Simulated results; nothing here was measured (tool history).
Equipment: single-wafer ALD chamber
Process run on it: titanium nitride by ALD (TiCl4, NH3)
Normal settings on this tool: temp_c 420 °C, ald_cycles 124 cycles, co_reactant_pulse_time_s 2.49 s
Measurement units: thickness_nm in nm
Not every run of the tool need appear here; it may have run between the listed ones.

run   hour  temp_c  ald_cycles  co_reactant_pulse_time_s  read-back reference wafer on the same gauge, thickness_nm  thickness_nm
  1    0.0     420         124                      2.49                                                      3.159         2.890
  2   93.7     420         124                      2.49                                                      3.160         2.894
  3  136.3     426         124                      2.49                                                      3.159         2.888
  4  214.2     426         124                      2.49                                                      3.161         2.884
  5  270.3     426         124                      2.49                                                      3.160         2.891
  6  354.1     420         124                      2.49                                                      3.160         2.879
  7  404.9     425         109                      2.49                                                      3.160         2.545
  8  465.6     409         124                      2.49                                                      3.160         2.879
  9  552.3     409         124                      2.49                                                      3.162         2.882
 10  619.3     420         124                      2.49                                                      3.160         2.885
 11  667.2     420         124                      2.49                                                      3.159         2.876

What does the tool deliver on the next run?
 12  748.9     407         114                      2.98                                                          ?             ?

{"run 12": {"read-back reference wafer on the same gauge, thickness_nm": 3.161, "thickness_nm": 2.662}}
Minus the tool's unlogged condition, the same run would have read thickness_nm 2.662 nm.
